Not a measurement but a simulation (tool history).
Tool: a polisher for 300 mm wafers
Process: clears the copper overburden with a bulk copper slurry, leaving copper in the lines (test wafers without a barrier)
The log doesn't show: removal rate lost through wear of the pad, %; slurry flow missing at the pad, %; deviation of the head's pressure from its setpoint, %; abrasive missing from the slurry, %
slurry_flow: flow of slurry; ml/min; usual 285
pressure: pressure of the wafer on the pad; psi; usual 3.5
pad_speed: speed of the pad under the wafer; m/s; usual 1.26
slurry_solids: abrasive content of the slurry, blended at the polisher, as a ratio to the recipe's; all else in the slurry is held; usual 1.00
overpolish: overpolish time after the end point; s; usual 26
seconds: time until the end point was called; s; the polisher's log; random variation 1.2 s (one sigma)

run   hour  slurry_flow  pressure  pad_speed  slurry_solids  overpolish  wafers since the last listed run  wafers polished on this pad  hours since the slurry nozzle was cleaned  hours since the head pressure was calibrated  hours since the slurry blender was calibrated  incoming thickness of the incoming film, nm  seconds
  1    0.0          330       3.5       1.26           1.00          26                                 0                           53                                      475.0                                         195.8                                          108.0                                       1029.8     88.9
  2    8.2          330       3.5       1.26           1.00          26                                54                          107                                      483.2                                         204.0                                          116.2                                       1011.9     87.4
  3   20.7          330       3.5       1.26           1.00          26                                82                          190                                      495.7                                         216.5                                          128.7                                       1010.4     89.2
  4   31.9          285       4.2       1.26           1.00          26                                74                          264                                      506.9                                         227.7                                          139.9                                       1001.1     76.8
      44.5  -- slurry blender recalibrated
  5   46.8          285       4.2       1.26           1.00          26                                85                          349                                      521.8                                         242.6                                            2.3                                        999.5     79.0
  6   56.5          335       3.5       1.26           0.85          26                                64                          414                                      531.5                                         252.3                                           12.0                                       1009.6     92.8
  7   64.7          335       3.5       1.26           0.85          26                                54                          468                                      539.7                                         260.5                                           20.2                                       1011.6     93.6
  8  115.3          285       3.5       1.26           1.00          26                               335                          803                                      590.3                                         311.1                                           70.8                                       1005.5     89.3
     119.3  -- slurry nozzle cleaned
     126.0  -- head pressure recalibrated
  9  127.6          285       3.5       1.26           1.00          26                                61                          864                                        8.3                                           1.6                                           83.1                                        993.2     89.1
 10  143.9          285       3.5       1.26           1.00          26                               107                          972                                       24.6                                          17.9                                           99.4                                       1020.0     89.4
 11  160.4          285       3.5       1.60           1.10          26                               109                         1082                                       41.1                                          34.4                                          115.9                                        994.7     66.0
     168.2  -- worn pad replaced by a new one
 12  172.3          285       3.5       1.42           1.00          17                                52                           27                                       53.0                                          46.3                                          127.8                                       1017.5     78.7
     187.0  -- slurry blender recalibrated
 13  221.1          285       3.5       1.26           1.00          26                               309                          337                                      101.8                                          95.1                                           34.1                                       1017.1     88.6
 14  232.7          285       3.5       1.26           1.30          33                                76                          414                                      113.4                                         106.7                                           45.7                                        994.1     80.9
 15  239.6          285       3.5       1.26           0.90          36                                45                          459                                      120.3                                         113.6                                           52.6                                       1021.0     92.9
 16  248.3          285       3.5       1.26           1.20          20                                57                          517                                      129.0                                         122.3                                           61.3                                       1019.7     83.7
 17  265.6          335       3.5       1.26           0.85          26                               114                          631                                      146.3                                         139.6                                           78.6                                       1004.1     92.0
 18  276.7          375       2.4       1.26           0.85          40                                73                          705                                      157.4                                         150.7                                           89.7                                        995.7    111.2

How the hidden state differs across the entries between the runs, from the last listed run before each to the first after it:
Between runs 4 and 5: slurry blender recalibrated (hour 44.5)
  no hidden state differs between the two runs
Between runs 8 and 9: slurry nozzle cleaned (hour 119.3); head pressure recalibrated (hour 126.0)
  no hidden state differs between the two runs
Between runs 11 and 12: worn pad replaced by a new one (hour 168.2)
  no hidden state differs between the two runs
Between runs 12 and 13: slurry blender recalibrated (hour 187.0)
  no hidden state differs between the two runs
